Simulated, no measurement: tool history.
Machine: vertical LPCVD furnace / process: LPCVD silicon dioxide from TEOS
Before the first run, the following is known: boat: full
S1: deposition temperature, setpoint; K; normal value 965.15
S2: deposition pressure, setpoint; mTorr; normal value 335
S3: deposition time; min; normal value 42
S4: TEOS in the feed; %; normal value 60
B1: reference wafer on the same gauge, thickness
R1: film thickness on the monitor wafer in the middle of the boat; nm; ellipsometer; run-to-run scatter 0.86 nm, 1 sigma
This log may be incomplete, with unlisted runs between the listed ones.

| run | day | S1 | S2 | S3 | S4 | B1 | R1 |
|---|---|---|---|---|---|---|---|
| 1 | 0 | 965.15 | 335 | 42 | 60 | 217.29 | 259.41 |
| 2 | 1.112 | 965.15 | 335 | 42 | 60 | 217.04 | 259.85 |
| 3 | 2.904 | 965.15 | 335 | 42 | 60 | 216.88 | 259.52 |
| 4 | 5.8 | 960.15 | 335 | 42 | 60 | 216.83 | 230.44 |
| 5 | 8.488 | 965.15 | 335 | 47.5 | 60 | 217.21 | 293.46 |
|  | 10.692 | TEOS flow controller replaced |
|  | 11.221 | thermocouples replaced and temperature profile calibrated |
| 6 | 11.242 | 965.15 | 335 | 47.5 | 60 | 216.77 | 278.6 |
| 7 | 13.467 | 965.15 | 335 | 47.5 | 60 | 216.69 | 281.18 |
|  | 14.388 | gauge calibrated |
| 8 | 15.162 | 955.15 | 335 | 35 | 49 | 217.05 | 147.38 |
| 9 | 18.017 | 965.15 | 335 | 51.5 | 60 | 216.78 | 306.74 |
| 10 | 19.842 | 954.15 | 405 | 42 | 53 | 216.89 | 198.72 |
|  | 22.254 | pressure gauge zeroed |
| 11 | 22.275 | 965.15 | 335 | 42 | 60 | 217.03 | 251.39 |
| 12 | 24.192 | 965.15 | 335 | 42 | 60 | 216.73 | 251.09 |
| 13 | 25.762 | 974.15 | 335 | 56.5 | 60 | 217.25 | 418.73 |
| 14 | 27.892 | 972.15 | 335 | 58 | 60 | 216.56 | 411.37 |

Pick out some run-to-run changes in R1. Of each, how much would a tool without hidden state show as well, from the settings, what came in and chance, and how much is left for the hidden state and any gauge scatter not in both results compared?
Hidden state present: true tube temperature minus thermocouple reading, K; true pressure minus gauge reading, mTorr; deviation of the TEOS flow from its setpoint, %; gauge reads high (%).
Run 5 -> 6: TEOS flow controller replaced, thermocouples replaced and temperature profile calibrated. R1 -14.86 nm: hidden state -14.84, all else -0.02.
Run 12 -> 13: S1 965.15 -> 974.15, S3 42 -> 56.5. R1 +167.64 nm: hidden state +4.11, all else +163.53.
